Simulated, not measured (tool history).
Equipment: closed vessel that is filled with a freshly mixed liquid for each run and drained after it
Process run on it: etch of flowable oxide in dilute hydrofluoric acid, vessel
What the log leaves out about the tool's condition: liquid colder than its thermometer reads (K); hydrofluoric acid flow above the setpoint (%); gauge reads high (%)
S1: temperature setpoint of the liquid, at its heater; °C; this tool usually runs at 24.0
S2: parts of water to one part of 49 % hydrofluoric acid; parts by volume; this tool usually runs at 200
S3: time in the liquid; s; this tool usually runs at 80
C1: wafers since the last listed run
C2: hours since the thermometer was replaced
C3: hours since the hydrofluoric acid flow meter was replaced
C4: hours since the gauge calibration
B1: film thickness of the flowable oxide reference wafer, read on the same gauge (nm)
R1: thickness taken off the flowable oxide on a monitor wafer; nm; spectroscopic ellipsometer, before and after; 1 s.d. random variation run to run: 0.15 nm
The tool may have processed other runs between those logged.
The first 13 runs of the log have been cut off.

Run 14, hour 314.6: usual settings; C1 2594; C2 71.6; C3 1477.9; C4 852.8; B1 130.04. Result: R1 15.23 nm.
Run 15, hour 348.2: usual settings but S1 22.0 °C; C1 2925; C2 105.2; C3 1511.5; C4 886.4; B1 129.97. Result: R1 14.18 nm.
At hour 359.2: hydrofluoric acid flow meter replaced.
Run 16, hour 379.7: usual settings but S1 21.5 °C, S3 50 s; C1 2655; C2 136.7; C3 20.5; C4 917.9; B1 130.04. Result: R1 8.67 nm.
Run 17, hour 403.3: usual settings but S1 21.5 °C, S2 225 parts by volume, S3 60 s; C1 2054; C2 160.3; C3 44.1; C4 941.5; B1 130.01. Result: R1 9.13 nm.
Run 18, hour 434.2: usual settings but S3 100 s; C1 2690; C2 191.2; C3 75.0; C4 972.4; B1 130.00. Result: R1 18.88 nm.
Run 19, hour 523.6: usual settings but S1 22.0 °C, S3 40 s; C1 7782; C2 280.6; C3 164.4; C4 1061.8; B1 129.99. Result: R1 7.11 nm.
Run 20, hour 559.0: usual settings but S3 115 s; C1 3081; C2 316.0; C3 199.8; C4 1097.2; B1 129.97. Result: R1 21.40 nm.
Run 21, hour 578.2: usual settings but S1 29.0 °C, S2 265 parts by volume, S3 65 s; C1 1671; C2 335.2; C3 219.0; C4 1116.4; B1 130.02. Result: R1 10.36 nm.
Run 22, hour 613.3: usual settings; C1 3055; C2 370.3; C3 254.1; C4 1151.5; B1 130.00. Result: R1 15.14 nm.
At hour 643.5: gauge calibrated.
Run 23, hour 654.8: usual settings but S3 45 s; C1 3612; C2 411.8; C3 295.6; C4 11.3; B1 129.97. Result: R1 8.52 nm.
Run 24, hour 677.9: usual settings; C1 2011; C2 434.9; C3 318.7; C4 34.4; B1 129.99. Result: R1 15.25 nm.
Run 25, hour 694.0: usual settings; C1 1401; C2 451.0; C3 334.8; C4 50.5; B1 130.03. Result: R1 15.29 nm.
Run 26, hour 721.2: usual settings but S2 295 parts by volume, S3 95 s; C1 2367; C2 478.2; C3 362.0; C4 77.7; B1 130.01. Result: R1 10.78 nm.
Run 27, hour 743.8: usual settings but S3 65 s; C1 1967; C2 500.8; C3 384.6; C4 100.3; B1 129.99. Result: R1 12.22 nm.
Run 28, hour 757.2: usual settings but S1 27.0 °C, S2 295 parts by volume; C1 1166; C2 514.2; C3 398.0; C4 113.7; B1 130.00. Result: R1 10.42 nm.
Run 29, hour 785.1: usual settings but S1 28.5 °C, S2 155 parts by volume; C1 2428; C2 542.1; C3 425.9; C4 141.6; B1 130.00. Result: R1 24.06 nm.
Run 30, hour 842.8: usual settings; C1 5023; C2 599.8; C3 483.6; C4 199.3; B1 130.02. Result: R1 15.12 nm.
Run 31, hour 875.1: usual settings but S1 21.0 °C, S2 105 parts by volume; C1 2811; C2 632.1; C3 515.9; C4 231.6; B1 130.02. Result: R1 27.99 nm.
Run 32, hour 889.5: usual settings; C1 1253; C2 646.5; C3 530.3; C4 246.0; B1 130.02. Result: R1 14.82 nm.
Run 33, hour 914.3: usual settings but S1 22.5 °C, S2 230 parts by volume, S3 55 s; C1 2159; C2 671.3; C3 555.1; C4 270.8; B1 130.00. Result: R1 8.27 nm.

Forecast each of these 4 alternatives for the next run:
Run A, hour 915.0: usual settings but S2 120 parts by volume; C1 60; C2 672.0; C3 555.8; C4 271.5; B1 ?. Result: R1 ?.
Run B, hour 915.0: usual settings but S2 125 parts by volume, S3 105 s; C1 60; C2 672.0; C3 555.8; C4 271.5; B1 ?. Result: R1 ?.
Run C, hour 915.0: usual settings but S1 25.5 °C, S2 160 parts by volume, S3 105 s; C1 60; C2 672.0; C3 555.8; C4 271.5; B1 ?. Result: R1 ?.
Run D, hour 915.0: usual settings but S1 22.5 °C, S2 130 parts by volume, S3 115 s; C1 60; C2 672.0; C3 555.8; C4 271.5; B1 ?. Result: R1 ?.

run      B1     R1
  A  130.04  27.47
  B  130.04  34.41
  C  130.04  27.36
  D  130.04  33.96
What these runs would have given with no unlogged condition in the tool:
run     R1
  A  28.60
  B  35.82
  C  28.44
  D  35.37
